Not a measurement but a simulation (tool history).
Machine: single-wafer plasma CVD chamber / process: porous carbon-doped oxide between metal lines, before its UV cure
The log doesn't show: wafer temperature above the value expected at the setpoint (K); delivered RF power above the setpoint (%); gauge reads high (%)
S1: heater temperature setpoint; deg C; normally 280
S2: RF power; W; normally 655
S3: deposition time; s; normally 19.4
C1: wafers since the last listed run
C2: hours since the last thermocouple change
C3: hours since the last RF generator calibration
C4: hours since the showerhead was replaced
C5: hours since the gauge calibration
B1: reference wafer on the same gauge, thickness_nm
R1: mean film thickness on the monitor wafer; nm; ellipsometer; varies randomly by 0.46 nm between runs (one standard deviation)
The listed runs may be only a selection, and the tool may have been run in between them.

{"run": 1, "hour": 0.0, "S1": 292, "S2": 655, "S3": 19.4, "C1": 0, "C2": 1497.8, "C3": 1082.3, "C4": 5743.5, "C5": 564.1, "B1": 125.867, "R1": 130.176}
{"run": 2, "hour": 24.6, "S1": 280, "S2": 655, "S3": 19.4, "C1": 617, "C2": 1522.4, "C3": 1106.9, "C4": 5768.1, "C5": 588.7, "B1": 126.059, "R1": 139.491}
{"run": 3, "hour": 83.2, "S1": 280, "S2": 655, "S3": 19.4, "C1": 1471, "C2": 1581.0, "C3": 1165.5, "C4": 5826.7, "C5": 647.3, "B1": 126.075, "R1": 139.323}
{"run": 4, "hour": 138.2, "S1": 280, "S2": 655, "S3": 19.4, "C1": 1381, "C2": 1636.0, "C3": 1220.5, "C4": 5881.7, "C5": 702.3, "B1": 126.13, "R1": 139.666}
{"run": 5, "hour": 162.8, "S1": 280, "S2": 655, "S3": 19.4, "C1": 617, "C2": 1660.6, "C3": 1245.1, "C4": 5906.3, "C5": 726.9, "B1": 125.861, "R1": 140.182}
{"run": 6, "hour": 200.7, "S1": 280, "S2": 655, "S3": 19.4, "C1": 951, "C2": 1698.5, "C3": 1283.0, "C4": 5944.2, "C5": 764.8, "B1": 126.01, "R1": 139.454}
{"run": 7, "hour": 227.7, "S1": 280, "S2": 655, "S3": 19.4, "C1": 677, "C2": 1725.5, "C3": 1310.0, "C4": 5971.2, "C5": 791.8, "B1": 126.031, "R1": 139.588}
{"run": 8, "hour": 280.6, "S1": 280, "S2": 655, "S3": 19.4, "C1": 1328, "C2": 1778.4, "C3": 1362.9, "C4": 6024.1, "C5": 844.7, "B1": 125.827, "R1": 139.776}
{"run": 9, "hour": 328.7, "S1": 280, "S2": 655, "S3": 19.4, "C1": 1207, "C2": 1826.5, "C3": 1411.0, "C4": 6072.2, "C5": 892.8, "B1": 126.081, "R1": 140.174}
{"run": 10, "hour": 375.1, "S1": 280, "S2": 655, "S3": 19.4, "C1": 1165, "C2": 1872.9, "C3": 1457.4, "C4": 6118.6, "C5": 939.2, "B1": 125.952, "R1": 140.586}
{"run": 11, "hour": 418.3, "S1": 280, "S2": 655, "S3": 19.4, "C1": 1084, "C2": 1916.1, "C3": 1500.6, "C4": 6161.8, "C5": 982.4, "B1": 126.057, "R1": 139.976}
{"run": 12, "hour": 458.1, "S1": 280, "S2": 655, "S3": 19.4, "C1": 999, "C2": 1955.9, "C3": 1540.4, "C4": 6201.6, "C5": 1022.2, "B1": 125.969, "R1": 140.265}
{"run": 13, "hour": 513.3, "S1": 280, "S2": 655, "S3": 19.4, "C1": 1386, "C2": 2011.1, "C3": 1595.6, "C4": 6256.8, "C5": 1077.4, "B1": 125.913, "R1": 140.819}
{"run": 14, "hour": 570.5, "S1": 280, "S2": 655, "S3": 19.4, "C1": 1436, "C2": 2068.3, "C3": 1652.8, "C4": 6314.0, "C5": 1134.6, "B1": 126.081, "R1": 141.357}
{"run": 15, "hour": 657.8, "S1": 269, "S2": 600, "S3": 17.3, "C1": 2192, "C2": 2155.6, "C3": 1740.1, "C4": 6401.3, "C5": 1221.9, "B1": 126.003, "R1": 128.635}
{"run": 16, "hour": 698.6, "S1": 265, "S2": 755, "S3": 19.4, "C1": 1024, "C2": 2196.4, "C3": 1780.9, "C4": 6442.1, "C5": 1262.7, "B1": 126.066, "R1": 164.773}
{"run": 17, "hour": 755.3, "S1": 276, "S2": 550, "S3": 16.3, "C1": 1423, "C2": 2253.1, "C3": 1837.6, "C4": 6498.8, "C5": 1319.4, "B1": 125.986, "R1": 111.855}
{"run": 18, "hour": 785.7, "S1": 274, "S2": 655, "S3": 20.5, "C1": 763, "C2": 2283.5, "C3": 1868.0, "C4": 6529.2, "C5": 1349.8, "B1": 126.09, "R1": 153.97}
{"run": 19, "hour": 836.8, "S1": 275, "S2": 655, "S3": 21.5, "C1": 1283, "C2": 2334.6, "C3": 1919.1, "C4": 6580.3, "C5": 1400.9, "B1": 125.95, "R1": 160.111}
{"hour": 865.4, "done": "thermocouple changed; heater temperature recalibrated"}
{"hour": 879.8, "done": "gauge calibrated"}
{"run": 20, "hour": 880.7, "S1": 280, "S2": 655, "S3": 19.4, "C1": 901, "C2": 15.3, "C3": 1963.0, "C4": 6624.2, "C5": 0.9, "B1": 125.88, "R1": 144.444}
{"run": 21, "hour": 926.6, "S1": 280, "S2": 770, "S3": 19.4, "C1": 1152, "C2": 61.2, "C3": 2008.9, "C4": 6670.1, "C5": 46.8, "B1": 126.141, "R1": 155.727}
{"run": 22, "hour": 991.5, "S1": 269, "S2": 535, "S3": 16.8, "C1": 1629, "C2": 126.1, "C3": 2073.8, "C4": 6735.0, "C5": 111.7, "B1": 125.811, "R1": 121.844}
{"run": 23, "hour": 1036.3, "S1": 290, "S2": 610, "S3": 22.2, "C1": 1124, "C2": 170.9, "C3": 2118.6, "C4": 6779.8, "C5": 156.5, "B1": 125.965, "R1": 150.662}
{"hour": 1045.8, "done": "RF generator calibrated"}
{"hour": 1049.9, "done": "showerhead replaced"}
{"run": 24, "hour": 1086.6, "S1": 269, "S2": 600, "S3": 17.3, "C1": 956, "C2": 221.2, "C3": 40.8, "C4": 36.7, "C5": 206.8, "B1": 125.923, "R1": 132.206}
{"hour": 1134.2, "done": "thermocouple changed; heater temperature recalibrated, repeated, since the last time left the tool worse"}
{"run": 25, "hour": 1134.7, "S1": 269, "S2": 535, "S3": 20.6, "C1": 1006, "C2": 0.5, "C3": 88.9, "C4": 84.8, "C5": 254.9, "B1": 125.864, "R1": 141.273}
{"run": 26, "hour": 1172.6, "S1": 280, "S2": 655, "S3": 19.4, "C1": 951, "C2": 38.4, "C3": 126.8, "C4": 122.7, "C5": 292.8, "B1": 126.062, "R1": 138.316}
{"run": 27, "hour": 1224.7, "S1": 273, "S2": 725, "S3": 22.1, "C1": 1308, "C2": 90.5, "C3": 178.9, "C4": 174.8, "C5": 344.9, "B1": 125.886, "R1": 172.289}
{"run": 28, "hour": 1277.4, "S1": 275, "S2": 720, "S3": 17.1, "C1": 1323, "C2": 143.2, "C3": 231.6, "C4": 227.5, "C5": 397.6, "B1": 126.068, "R1": 131.533}
{"run": 29, "hour": 1336.3, "S1": 274, "S2": 600, "S3": 20.7, "C1": 1478, "C2": 202.1, "C3": 290.5, "C4": 286.4, "C5": 456.5, "B1": 126.049, "R1": 145.772}

What if the next run were any one of these 4? Each begins from the tool's condition after run 29:
{"run": "A", "hour": 1336.7, "S1": 280, "S2": 655, "S3": 15.6, "C1": 10, "C2": 202.5, "C3": 290.9, "C4": 286.8, "C5": 456.9, "B1": "?", "R1": "?"}
{"run": "B", "hour": 1336.7, "S1": 269, "S2": 595, "S3": 19.4, "C1": 10, "C2": 202.5, "C3": 290.9, "C4": 286.8, "C5": 456.9, "B1": "?", "R1": "?"}
{"run": "C", "hour": 1336.7, "S1": 280, "S2": 655, "S3": 16.9, "C1": 10, "C2": 202.5, "C3": 290.9, "C4": 286.8, "C5": 456.9, "B1": "?", "R1": "?"}
{"run": "D", "hour": 1336.7, "S1": 295, "S2": 525, "S3": 21.6, "C1": 10, "C2": 202.5, "C3": 290.9, "C4": 286.8, "C5": 456.9, "B1": "?", "R1": "?"}

run=A B1=125.944 R1=111.984
run=B B1=125.944 R1=140.331
run=C B1=125.944 R1=120.970
run=D B1=125.944 R1=126.859
Without the tool's hidden state the same runs would have given:
run=A R1=111.567
run=B R1=139.788
run=C R1=120.519
run=D R1=126.421
